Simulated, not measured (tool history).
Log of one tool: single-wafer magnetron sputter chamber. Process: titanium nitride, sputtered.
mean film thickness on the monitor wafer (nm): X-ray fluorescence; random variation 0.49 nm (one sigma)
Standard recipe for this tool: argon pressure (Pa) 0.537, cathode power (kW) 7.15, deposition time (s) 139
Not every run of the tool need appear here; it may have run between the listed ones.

run,hour,argon pressure (Pa),cathode power (kW),deposition time (s),"read-back reference wafer on the same gauge, thickness_nm",mean film thickness on the monitor wafer (nm)
1,0,0.537,7.15,139,212.864,175.967
2,73.9,0.537,7.15,139,212.903,177.113
# hour 111.7: sputter target and shields replaced
3,144.5,0.537,7.15,139,213.026,175.92
4,186.7,0.537,7.15,139,213.045,177.798
5,232.3,0.537,7.15,139,213.024,177.084
6,271.8,0.537,8.45,139,212.962,203.92
7,350.5,0.537,7.15,139,213.104,176.395
8,390.2,0.537,7.15,139,213.028,176.477
# hour 401: sputter target and shields replaced
9,467.8,0.537,7.15,139,212.961,176.453
# hour 681.4: magnet pack replaced
# hour 682.8: sputter target and shields replaced
10,739,0.537,7.15,139,213.061,175.743

Expected results for the next run?
11,845,0.612,5.85,129,?,?

read-back reference wafer on the same gauge, thickness_nm: 212.941
mean film thickness on the monitor wafer (nm): 134.48
The same run, on a tool lacking any hidden state, would have yielded mean film thickness on the monitor wafer (nm) 137.765.
